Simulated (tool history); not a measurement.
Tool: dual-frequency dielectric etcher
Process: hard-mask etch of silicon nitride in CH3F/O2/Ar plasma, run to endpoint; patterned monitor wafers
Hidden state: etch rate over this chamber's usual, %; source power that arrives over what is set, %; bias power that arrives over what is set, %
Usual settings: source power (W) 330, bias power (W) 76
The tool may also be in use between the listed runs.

run    hour  source power (W)  bias power (W)  wafers since the last listed run  hours since the last wet clean  hours since the last source power generator calibration  hours since the last bias power generator calibration  hours since the last upper electrode change  incoming incoming film thickness, nm  endpoint time (s)
  1       0               330              76                                 0                             297                                                   1704.6                                                   1730                                         6194                                 30.43               43.4
  2    51.4               330              76                               513                           348.4                                                     1756                                                 1781.4                                       6245.4                                 29.97               42.8
  3   129.9               330              76                               783                           426.9                                                   1834.5                                                 1859.9                                       6323.9                                 29.83               42.5
  4   189.3               330              76                               593                           486.3                                                   1893.9                                                 1919.3                                       6383.3                                 30.07               42.8
      259.3  -- upper electrode replaced
      306.1  -- wet clean of the chamber
  5   362.3               330              76                              1248                            56.2                                                   2066.9                                                 2092.3                                          103                                 30.08               42.7
  6   449.2               270              76                               867                           143.1                                                   2153.8                                                 2179.2                                        189.9                                 29.84               48.4
  7   507.4               270              76                               581                           201.3                                                     2212                                                 2237.4                                        248.1                                 30.13               48.5
  8   589.6               270              76                               820                           283.5                                                   2294.2                                                 2319.6                                        330.3                                 30.37                 49
  9   680.5               330              76                               907                           374.4                                                   2385.1                                                 2410.5                                        421.2                                 30.39               42.9
 10   744.7               330              76                               641                           438.6                                                   2449.3                                                 2474.7                                        485.4                                 29.87               42.6
 11   816.8               270              60                               719                           510.7                                                   2521.4                                                 2546.8                                        557.5                                 30.09               55.5
 12   854.1               330              76                               372                             548                                                   2558.7                                                 2584.1                                        594.8                                 29.99               42.2
 13   930.7               260              88                               764                           624.6                                                   2635.3                                                 2660.7                                        671.4                                 30.02               45.6
 14   978.4               290              70                               476                           672.3                                                     2683                                                 2708.4                                        719.1                                 30.15               48.2
     1019.7  -- bias power generator calibrated
     1025.7  -- wet clean of the chamber
 15  1048.3               380              93                               598                            22.6                                                   2752.9                                                   28.6                                          789                                 29.97               37.3
     1092.2  -- source power generator calibrated
 16    1116               330              76                               636                            90.3                                                     23.8                                                   96.3                                        856.7                                 29.89               44.6
 17  1198.7               250              76                               825                             173                                                    106.5                                                    179                                        939.4                                 30.01               53.9
 18  1280.8               330              76                               819                           255.1                                                    188.6                                                  261.1                                       1021.5                                 30.43               45.3
 19  1378.6               330              76                               976                           352.9                                                    286.4                                                  358.9                                       1119.3                                 30.18               44.9
 20  1451.1               300              81                               723                           425.4                                                    358.9                                                  431.4                                       1191.8                                 30.15               46.1
 21  1493.2               330              76                               420                           467.5                                                      401                                                  473.5                                       1233.9                                 30.18               44.7
     1505.3  -- bias power generator calibrated, repeated, since the last time left the tool worse
 22  1566.4               330              84                               690                           540.7                                                    474.2                                                   61.1                                       1307.1                                 29.73               40.4
 23  1631.8               330              76                               652                           606.1                                                    539.6                                                  126.5                                       1372.5                                 29.98               43.1
     1669.2  -- wet clean of the chamber
 24  1718.4               360              76                               625                            49.2                                                    626.2                                                  213.1                                       1459.1                                 29.92               40.8
 25  1819.2               300              88                              1006                             150                                                      727                                                  313.9                                       1559.9                                 29.81                 42
 26  1858.7               300              85                               394                           189.5                                                    766.5                                                  353.4                                       1599.4                                 30.02               42.9
 27    1929               380              93                               701                           259.8                                                    836.8                                                  423.7                                       1669.7                                 30.13               35.8
 28  2020.6               330              76                               914                           351.4                                                    928.4                                                  515.3                                       1761.3                                 30.01               43.1
 29  2084.8               330              76                               641                           415.6                                                    992.6                                                  579.5                                       1825.5                                 30.09                 43
 30  2121.2               390              76                               363                             452                                                     1029                                                  615.9                                       1861.9                                 30.15               39.1
 31  2202.6               330              76                               812                           533.4                                                   1110.4                                                  697.3                                       1943.3                                 30.03               43.2
 32  2284.8               370              84                               820                           615.6                                                   1192.6                                                  779.5                                       2025.5                                 30.09               38.2
 33  2355.1               410              59                               701                           685.9                                                   1262.9                                                  849.8                                       2095.8                                  30.1               43.7
     2434.2  -- wet clean of the chamber
 34  2434.7               330              60                               555                             0.5                                                   1342.5                                                  929.4                                       2175.4                                  30.4               49.7
 35  2499.7               400              76                               648                            65.5                                                   1407.5                                                  994.4                                       2240.4                                 30.12               38.5

The tool's hidden state at each run:
etch rate over this chamber's usual, %: 0 in every run
source power that arrives over what is set, %: 0 in every run
H1: bias power that arrives over what is set, %
run        H1
  1      1.29
  2      1.38
  3      1.51
  4      1.62
  5      1.94
  6      2.12
  7      2.24
  8      2.41
  9      2.62
 10      2.76
 11      2.93
 12      3.02
 13      3.21
 14      3.33
 15      -6.5
 16      -6.5
 17     -6.48
 18     -6.47
 19     -6.44
 20     -6.41
 21     -6.39
 22    -0.226
 23     -0.22
 24    -0.206
 25    -0.181
 26    -0.169
 27    -0.143
 28    -0.103
 29     -0.07
 30   -0.0496
 31  0.000493
 32    0.0574
 33     0.111
 34     0.178
 35     0.236
